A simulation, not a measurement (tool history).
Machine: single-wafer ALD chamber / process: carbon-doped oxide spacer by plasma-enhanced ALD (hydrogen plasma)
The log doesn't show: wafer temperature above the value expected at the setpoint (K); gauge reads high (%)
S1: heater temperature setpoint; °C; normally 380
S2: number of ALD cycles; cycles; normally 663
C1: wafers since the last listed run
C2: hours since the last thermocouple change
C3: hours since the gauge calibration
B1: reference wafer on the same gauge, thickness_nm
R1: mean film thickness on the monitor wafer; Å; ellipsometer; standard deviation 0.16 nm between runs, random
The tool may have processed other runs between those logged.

Run 1, hour 0: usual settings; C1 0; C2 685.6; C3 333.3; B1 33.88. Result: R1 325.85 Å.
Run 2, hour 12.4: usual settings; C1 6; C2 698; C3 345.7; B1 33.885. Result: R1 325.29 Å.
Run 3, hour 20.7: usual settings; C1 4; C2 706.3; C3 354; B1 33.968. Result: R1 329.11 Å.
Run 4, hour 33.2: usual settings but S1 373 °C; C1 6; C2 718.8; C3 366.5; B1 33.946. Result: R1 329.09 Å.
Run 5, hour 50.7: usual settings; C1 9; C2 736.3; C3 384; B1 33.911. Result: R1 327.29 Å.
Run 6, hour 64.9: usual settings; C1 7; C2 750.5; C3 398.2; B1 33.884. Result: R1 324.64 Å.
Run 7, hour 73.1: usual settings; C1 4; C2 758.7; C3 406.4; B1 33.931. Result: R1 323.89 Å.
Run 8, hour 90.4: usual settings; C1 9; C2 776; C3 423.7; B1 33.945. Result: R1 323.85 Å.
Run 9, hour 101.6: usual settings; C1 5; C2 787.2; C3 434.9; B1 33.847. Result: R1 325.95 Å.
Run 10, hour 109.6: usual settings but S1 371 °C; C1 4; C2 795.2; C3 442.9; B1 33.91. Result: R1 326.98 Å.
Run 11, hour 117.5: usual settings but S1 392 °C; C1 4; C2 803.1; C3 450.8; B1 33.858. Result: R1 328.35 Å.
Run 12, hour 126: usual settings but S1 392 °C; C1 4; C2 811.6; C3 459.3; B1 33.966. Result: R1 326.41 Å.
Run 13, hour 137.3: usual settings; C1 6; C2 822.9; C3 470.6; B1 33.939. Result: R1 326.24 Å.
Run 14, hour 146.7: usual settings; C1 5; C2 832.3; C3 480; B1 33.92. Result: R1 328.73 Å.
Run 15, hour 153.4: usual settings; C1 3; C2 839; C3 486.7; B1 33.928. Result: R1 327.21 Å.
Run 16, hour 169.2: usual settings but S1 386 °C, S2 564 cycles; C1 8; C2 854.8; C3 502.5; B1 33.802. Result: R1 278.08 Å.
Run 17, hour 184.6: usual settings; C1 8; C2 870.2; C3 517.9; B1 33.892. Result: R1 327.41 Å.
Run 18, hour 192: usual settings; C1 3; C2 877.6; C3 525.3; B1 33.874. Result: R1 327.45 Å.
At hour 198.1: gauge calibrated.
Run 19, hour 203.7: usual settings; C1 6; C2 889.3; C3 5.6; B1 33.925. Result: R1 327.44 Å.
Run 20, hour 219.3: usual settings; C1 8; C2 904.9; C3 21.2; B1 33.877. Result: R1 325.76 Å.
Run 21, hour 233.3: usual settings; C1 7; C2 918.9; C3 35.2; B1 33.825. Result: R1 328.54 Å.
Run 22, hour 250.2: usual settings but S1 376 °C, S2 756 cycles; C1 9; C2 935.8; C3 52.1; B1 33.937. Result: R1 373.44 Å.
Run 23, hour 262.5: usual settings but S1 372 °C, S2 544 cycles; C1 6; C2 948.1; C3 64.4; B1 33.877. Result: R1 266.95 Å.
Run 24, hour 280.1: usual settings but S2 553 cycles; C1 9; C2 965.7; C3 82; B1 33.897. Result: R1 269.55 Å.
Run 25, hour 290.5: usual settings but S1 388 °C, S2 723 cycles; C1 5; C2 976.1; C3 92.4; B1 33.939. Result: R1 357.08 Å.
Run 26, hour 298.2: usual settings but S1 394 °C, S2 630 cycles; C1 4; C2 983.8; C3 100.1; B1 33.907. Result: R1 312.67 Å.
Run 27, hour 313.6: usual settings; C1 8; C2 999.2; C3 115.5; B1 33.861. Result: R1 325.36 Å.
Run 28, hour 320.7: usual settings but S1 390 °C; C1 3; C2 1006.3; C3 122.6; B1 33.981. Result: R1 325.41 Å.
At hour 337.9: thermocouple changed; heater temperature recalibrated.
Run 29, hour 338.4: usual settings but S1 375 °C, S2 782 cycles; C1 5; C2 0.5; C3 140.3; B1 33.889. Result: R1 386.44 Å.
Run 30, hour 342: usual settings but S1 372 °C, S2 753 cycles; C1 1; C2 4.1; C3 143.9; B1 33.877. Result: R1 371.11 Å.
Run 31, hour 357.6: usual settings but S2 557 cycles; C1 8; C2 19.7; C3 159.5; B1 33.831. Result: R1 274.18 Å.
Run 32, hour 371.5: usual settings but S1 369 °C, S2 616 cycles; C1 7; C2 33.6; C3 173.4; B1 33.95. Result: R1 304.75 Å.
Run 33, hour 408.2: usual settings; C1 19; C2 70.3; C3 210.1; B1 33.847. Result: R1 329.55 Å.
Run 34, hour 425: usual settings but S1 371 °C, S2 702 cycles; C1 8; C2 87.1; C3 226.9; B1 33.918. Result: R1 346.26 Å.
Run 35, hour 436.8: usual settings; C1 6; C2 98.9; C3 238.7; B1 33.889. Result: R1 324.59 Å.
Run 36, hour 449.2: usual settings but S1 385 °C, S2 548 cycles; C1 6; C2 111.3; C3 251.1; B1 33.835. Result: R1 269.8 Å.
Run 37, hour 466.1: usual settings; C1 9; C2 128.2; C3 268; B1 33.873. Result: R1 328.97 Å.
Run 38, hour 476.8: usual settings; C1 5; C2 138.9; C3 278.7; B1 33.91. Result: R1 325.23 Å.
Run 39, hour 489: usual settings; C1 6; C2 151.1; C3 290.9; B1 33.897. Result: R1 325.64 Å.
Run 40, hour 536.8: usual settings but S2 573 cycles; C1 25; C2 198.9; C3 338.7; B1 33.966. Result: R1 280.98 Å.
Run 41, hour 543.8: usual settings but S1 388 °C; C1 3; C2 205.9; C3 345.7; B1 33.91. Result: R1 328.45 Å.
Run 42, hour 556.7: usual settings; C1 6; C2 218.8; C3 358.6; B1 33.876. Result: R1 324.35 Å.

Consider 3 possible next runs. They are alternatives, not a sequence: every one starts from the tool as it was left by run 42. What does each give?
Run A, hour 558.1: usual settings; C1 0; C2 220.2; C3 360; B1 ?. Result: R1 ?.
Run B, hour 558.1: usual settings but S1 391 °C, S2 715 cycles; C1 0; C2 220.2; C3 360; B1 ?. Result: R1 ?.
Run C, hour 558.1: usual settings but S1 369 °C, S2 751 cycles; C1 0; C2 220.2; C3 360; B1 ?. Result: R1 ?.

run      B1      R1
  A  33.898  328.98
  B  33.898  354.78
  C  33.898  372.64
What these runs would have given with no unlogged condition in the tool:
run      R1
  A  328.98
  B  354.78
  C  372.64

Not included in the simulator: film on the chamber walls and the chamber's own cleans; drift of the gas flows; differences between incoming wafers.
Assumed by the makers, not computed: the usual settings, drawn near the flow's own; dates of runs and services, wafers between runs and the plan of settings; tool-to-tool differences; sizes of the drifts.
